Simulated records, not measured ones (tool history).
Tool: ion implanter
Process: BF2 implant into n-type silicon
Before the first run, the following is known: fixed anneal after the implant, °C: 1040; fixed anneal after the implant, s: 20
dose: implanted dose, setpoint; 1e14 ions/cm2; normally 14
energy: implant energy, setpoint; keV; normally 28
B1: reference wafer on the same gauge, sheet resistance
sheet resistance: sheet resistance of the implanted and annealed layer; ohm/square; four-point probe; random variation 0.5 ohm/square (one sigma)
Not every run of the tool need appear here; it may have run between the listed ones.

run 1 day=0 | dose=14 energy=28 | B1=129.89 | sheet_resistance=121.27
run 2 day=0.892 | dose=14 energy=28 | B1=130.1 | sheet_resistance=121.5
run 3 day=1.6 | dose=14 energy=28 | B1=129.89 | sheet_resistance=120.85
run 4 day=2.138 | dose=14 energy=28 | B1=130.12 | sheet_resistance=121.11
run 5 day=2.862 | dose=14 energy=28 | B1=130.07 | sheet_resistance=120.68
run 6 day=6.625 | dose=14 energy=21.5 | B1=129.98 | sheet_resistance=133.25
run 7 day=7.375 | dose=14 energy=21.5 | B1=129.99 | sheet_resistance=132.54
run 8 day=8.15 | dose=16.16 energy=23 | B1=130.15 | sheet_resistance=124.51
run 9 day=9.642 | dose=16.16 energy=23 | B1=130.03 | sheet_resistance=125.51
run 10 day=11.45 | dose=16.16 energy=23 | B1=130.02 | sheet_resistance=124.87
run 11 day=12.683 | dose=12.21 energy=32 | B1=130.12 | sheet_resistance=123.32
run 12 day=14.062 | dose=12.21 energy=32 | B1=129.87 | sheet_resistance=123.41
run 13 day=15.888 | dose=12.21 energy=32 | B1=130.07 | sheet_resistance=124.12
run 14 day=16.525 | dose=14 energy=20 | B1=129.96 | sheet_resistance=135.93
run 15 day=18.225 | dose=14 energy=28 | B1=130.14 | sheet_resistance=121.98
run 16 day=19.354 | dose=14 energy=28 | B1=130.07 | sheet_resistance=120.57
run 17 day=20.554 | dose=16.53 energy=33 | B1=129.97 | sheet_resistance=108.33
run 18 day=21.608 | dose=16.85 energy=28 | B1=130.14 | sheet_resistance=115.17
run 19 day=22.129 | dose=9.94 energy=33.5 | B1=129.86 | sheet_resistance=138.59
run 20 day=23.617 | dose=11.83 energy=30.5 | B1=130.09 | sheet_resistance=127.97
run 21 day=24.792 | dose=12.67 energy=28 | B1=130.13 | sheet_resistance=125.56
run 22 day=25.462 | dose=10.29 energy=32.5 | B1=130.1 | sheet_resistance=135.52
run 23 day=26.262 | dose=14 energy=24.5 | B1=130.02 | sheet_resistance=126.99
run 24 day=27.238 | dose=10.76 energy=19.5 | B1=130.21 | sheet_resistance=151.33
run 25 day=28.171 | dose=14 energy=28 | B1=129.89 | sheet_resistance=120.57
run 26 day=29.229 | dose=11.83 energy=30.5 | B1=129.89 | sheet_resistance=126.56
run 27 day=30.579 | dose=16.82 energy=35.5 | B1=130.02 | sheet_resistance=106.01
run 28 day=31.996 | dose=17.1 energy=28 | B1=130.15 | sheet_resistance=114.08
run 29 day=33.112 | dose=14 energy=32 | B1=130.19 | sheet_resistance=116.31
run 30 day=33.95 | dose=18.08 energy=28 | B1=130.06 | sheet_resistance=113.01
run 31 day=34.508 | dose=14 energy=28 | B1=130.16 | sheet_resistance=121.07
run 32 day=35.975 | dose=12.39 energy=25 | B1=129.92 | sheet_resistance=131.56
run 33 day=36.712 | dose=15.98 energy=32 | B1=130.02 | sheet_resistance=110.74
run 34 day=37.933 | dose=12.9 energy=35 | B1=129.95 | sheet_resistance=116.86
run 35 day=39.017 | dose=14 energy=28 | B1=129.86 | sheet_resistance=121.49
run 36 day=39.642 | dose=11.23 energy=21.5 | B1=130.2 | sheet_resistance=143.65

The log once held 4 entries between its listed runs, left out of this copy. Where does each go, and what is different about the tool's unlogged condition between the listed run before it and the listed run after it?
From run 5 to run 6: Faraday cup replaced and dose calibrated (day 6.604)
  nothing in the hidden state changes from one run to the other
From run 14 to run 15: extraction supply calibrated (day 18.204)
  nothing in the hidden state changes from one run to the other
From run 24 to run 25: gauge calibrated (day 27.412)
  nothing in the hidden state changes from one run to the other
From run 27 to run 28: Faraday cup replaced and dose calibrated (day 31.438)
  nothing in the hidden state changes from one run to the other
